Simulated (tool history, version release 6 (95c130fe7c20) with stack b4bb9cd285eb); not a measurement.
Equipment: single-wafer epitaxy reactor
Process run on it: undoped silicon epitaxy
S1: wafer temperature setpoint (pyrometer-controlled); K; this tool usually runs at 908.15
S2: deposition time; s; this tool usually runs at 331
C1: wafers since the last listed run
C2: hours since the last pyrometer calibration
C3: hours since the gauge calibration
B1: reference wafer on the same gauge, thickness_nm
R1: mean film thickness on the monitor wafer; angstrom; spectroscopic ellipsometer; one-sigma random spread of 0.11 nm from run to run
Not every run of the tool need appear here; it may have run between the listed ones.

Run 1, day 0.000: usual settings; C1 0; C2 1771.3; C3 304.4; B1 43.006. Result: R1 432.58 angstrom.
Run 2, day 0.596: usual settings; C1 79; C2 1785.6; C3 318.7; B1 43.024. Result: R1 431.05 angstrom.
At day 0.867: gauge calibrated.
Run 3, day 1.471: usual settings; C1 116; C2 1806.6; C3 14.5; B1 42.982. Result: R1 431.51 angstrom.
Run 4, day 2.725: usual settings but S1 901.15 K, S2 307 s; C1 166; C2 1836.7; C3 44.6; B1 43.040. Result: R1 346.75 angstrom.
Run 5, day 3.392: usual settings but S1 901.15 K, S2 307 s; C1 88; C2 1852.7; C3 60.6; B1 42.974. Result: R1 348.60 angstrom.
Run 6, day 4.604: usual settings; C1 161; C2 1881.8; C3 89.7; B1 43.013. Result: R1 430.96 angstrom.
Run 7, day 5.775: usual settings; C1 155; C2 1909.9; C3 117.8; B1 43.021. Result: R1 432.56 angstrom.
Run 8, day 6.925: usual settings; C1 152; C2 1937.5; C3 145.4; B1 42.965. Result: R1 433.14 angstrom.
At day 7.425: pyrometer calibrated.
Run 9, day 7.692: usual settings but S1 915.15 K; C1 57; C2 6.4; C3 163.8; B1 42.990. Result: R1 445.17 angstrom.
Run 10, day 8.529: usual settings but S1 915.15 K; C1 111; C2 26.5; C3 183.9; B1 42.977. Result: R1 442.13 angstrom.
Run 11, day 9.433: usual settings but S1 915.15 K; C1 120; C2 48.2; C3 205.6; B1 43.024. Result: R1 445.84 angstrom.
Run 12, day 10.029: usual settings but S1 922.15 K; C1 79; C2 62.5; C3 219.9; B1 43.007. Result: R1 511.41 angstrom.
Run 13, day 11.308: usual settings but S1 902.15 K, S2 308 s; C1 169; C2 93.2; C3 250.6; B1 42.968. Result: R1 322.20 angstrom.
Run 14, day 12.342: usual settings but S2 362 s; C1 137; C2 118.0; C3 275.4; B1 42.984. Result: R1 431.14 angstrom.
Run 15, day 13.512: usual settings but S2 295 s; C1 155; C2 146.1; C3 303.5; B1 42.973. Result: R1 352.20 angstrom.
Run 16, day 14.646: usual settings but S1 894.15 K, S2 394 s; C1 150; C2 173.3; C3 330.7; B1 43.052. Result: R1 357.13 angstrom.
At day 15.012: gauge calibrated.
Run 17, day 15.529: usual settings; C1 117; C2 194.5; C3 12.4; B1 42.991. Result: R1 398.31 angstrom.
Run 18, day 16.862: usual settings but S1 903.15 K, S2 372 s; C1 177; C2 226.5; C3 44.4; B1 42.993. Result: R1 407.73 angstrom.
Run 19, day 18.138: usual settings; C1 169; C2 257.1; C3 75.0; B1 43.023. Result: R1 401.09 angstrom.
Run 20, day 18.838: usual settings but S1 916.15 K, S2 291 s; C1 92; C2 273.9; C3 91.8; B1 42.985. Result: R1 413.16 angstrom.
Run 21, day 19.521: usual settings but S1 919.15 K, S2 296 s; C1 90; C2 290.3; C3 108.2; B1 43.020. Result: R1 445.99 angstrom.
Run 22, day 20.567: usual settings but S1 920.15 K, S2 309 s; C1 138; C2 315.4; C3 133.3; B1 43.004. Result: R1 476.98 angstrom.
Run 23, day 23.179: usual settings but S1 902.15 K, S2 393 s; C1 347; C2 378.1; C3 196.0; B1 43.019. Result: R1 428.75 angstrom.

Hidden state or all else? Some run-to-run changes of R1, split into what the settings, what came in and random variation would give without the hidden state, and what is left for the hidden state (with any gauge scatter that isn't in both results):
The hidden state here: wafer temperature above the value expected at the setpoint (K); gauge reads high (%).
Run 5 -> 6: S1 901.15 -> 908.15, S2 307 -> 331. R1 +82.36 angstrom: hidden state +7.69, all else +74.67.
Run 8 -> 9: S1 908.15 -> 915.15, pyrometer calibrated. R1 +12.03 angstrom: hidden state -45.67, all else +57.70.
Run 12 -> 13: S1 922.15 -> 902.15, S2 331 -> 308. R1 -189.21 angstrom: hidden state +1.21, all else -190.42.
Run 13 -> 14: S1 902.15 -> 908.15, S2 308 -> 362. R1 +108.94 angstrom: hidden state +2.47, all else +106.47.
